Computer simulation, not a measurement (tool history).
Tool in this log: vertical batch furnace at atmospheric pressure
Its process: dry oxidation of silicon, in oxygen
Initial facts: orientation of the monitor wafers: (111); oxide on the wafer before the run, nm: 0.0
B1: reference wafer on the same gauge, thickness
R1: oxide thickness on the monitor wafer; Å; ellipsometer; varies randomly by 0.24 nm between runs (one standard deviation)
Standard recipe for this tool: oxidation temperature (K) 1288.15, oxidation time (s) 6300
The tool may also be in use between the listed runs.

run 1 hour=0.0 | oxidation_temperature_(K)=1288.15 oxidation_time_(s)=6300 | B1=95.03 | R1=1056.4
run 2 hour=27.5 | oxidation_temperature_(K)=1288.15 oxidation_time_(s)=6300 | B1=95.04 | R1=1056.8
run 3 hour=50.2 | oxidation_temperature_(K)=1298.15 oxidation_time_(s)=6300 | B1=95.06 | R1=1132.1
run 4 hour=62.6 | oxidation_temperature_(K)=1298.15 oxidation_time_(s)=6300 | B1=95.03 | R1=1128.8
run 5 hour=91.8 | oxidation_temperature_(K)=1269.15 oxidation_time_(s)=6300 | B1=95.01 | R1=923.2
run 6 hour=106.6 | oxidation_temperature_(K)=1269.15 oxidation_time_(s)=6300 | B1=95.00 | R1=922.2
run 7 hour=135.1 | oxidation_temperature_(K)=1269.15 oxidation_time_(s)=6300 | B1=95.00 | R1=920.6
run 8 hour=153.4 | oxidation_temperature_(K)=1288.15 oxidation_time_(s)=6300 | B1=95.01 | R1=1058.7
run 9 hour=183.8 | oxidation_temperature_(K)=1288.15 oxidation_time_(s)=6300 | B1=94.98 | R1=1052.7
run 10 hour=211.9 | oxidation_temperature_(K)=1288.15 oxidation_time_(s)=6300 | B1=94.99 | R1=1055.9
run 11 hour=239.0 | oxidation_temperature_(K)=1288.15 oxidation_time_(s)=5100 | B1=95.02 | R1=921.8
run 12 hour=253.0 | oxidation_temperature_(K)=1288.15 oxidation_time_(s)=5100 | B1=95.04 | R1=921.7
run 13 hour=266.1 | oxidation_temperature_(K)=1288.15 oxidation_time_(s)=3900 | B1=95.02 | R1=774.6
run 14 hour=293.6 | oxidation_temperature_(K)=1266.15 oxidation_time_(s)=5460 | B1=95.01 | R1=823.7
run 15 hour=331.6 | oxidation_temperature_(K)=1276.15 oxidation_time_(s)=7680 | B1=95.04 | R1=1096.6
run 16 hour=354.2 | oxidation_temperature_(K)=1308.15 oxidation_time_(s)=3780 | B1=94.97 | R1=870.8
run 17 hour=377.5 | oxidation_temperature_(K)=1288.15 oxidation_time_(s)=9060 | B1=95.01 | R1=1325.7
run 18 hour=406.2 | oxidation_temperature_(K)=1301.15 oxidation_time_(s)=9180 | B1=95.01 | R1=1451.6
run 19 hour=436.7 | oxidation_temperature_(K)=1272.15 oxidation_time_(s)=8190 | B1=94.98 | R1=1118.5
run 20 hour=470.7 | oxidation_temperature_(K)=1304.15 oxidation_time_(s)=6300 | B1=94.99 | R1=1200.2
run 21 hour=495.5 | oxidation_temperature_(K)=1288.15 oxidation_time_(s)=5100 | B1=94.99 | R1=948.2
run 22 hour=509.5 | oxidation_temperature_(K)=1296.15 oxidation_time_(s)=8880 | B1=95.03 | R1=1414.2
run 23 hour=540.6 | oxidation_temperature_(K)=1288.15 oxidation_time_(s)=6300 | B1=95.00 | R1=1083.7
run 24 hour=565.1 | oxidation_temperature_(K)=1282.15 oxidation_time_(s)=3750 | B1=94.99 | R1=737.4
run 25 hour=595.1 | oxidation_temperature_(K)=1288.15 oxidation_time_(s)=6300 | B1=95.01 | R1=1078.5

Not shown: 3 entries that the log had between the listed runs. Between which runs, and how does the tool's hidden state differ before and after?
In the gap between runs 13 and 14: gauge calibrated (hour 269.5)
  monitor wafer colder than the profiled boat position, K: 4.17 -> 4.18
  measured result minus the result with no hidden state, R1: -24.2 -> -24.9 Å
In the gap between runs 14 and 15: thermocouples replaced and temperature profile calibrated (hour 331.1)
  monitor wafer colder than the profiled boat position, K: 4.18 -> 4.21
  measured result minus the result with no hidden state, R1: -24.9 -> -32.9 Å
In the gap between runs 19 and 20: boat lift adjusted (hour 470.2)
  monitor wafer colder than the profiled boat position, K: 4.26 -> 0.208
  measured result minus the result with no hidden state, R1: -33.3 -> -1.5 Å

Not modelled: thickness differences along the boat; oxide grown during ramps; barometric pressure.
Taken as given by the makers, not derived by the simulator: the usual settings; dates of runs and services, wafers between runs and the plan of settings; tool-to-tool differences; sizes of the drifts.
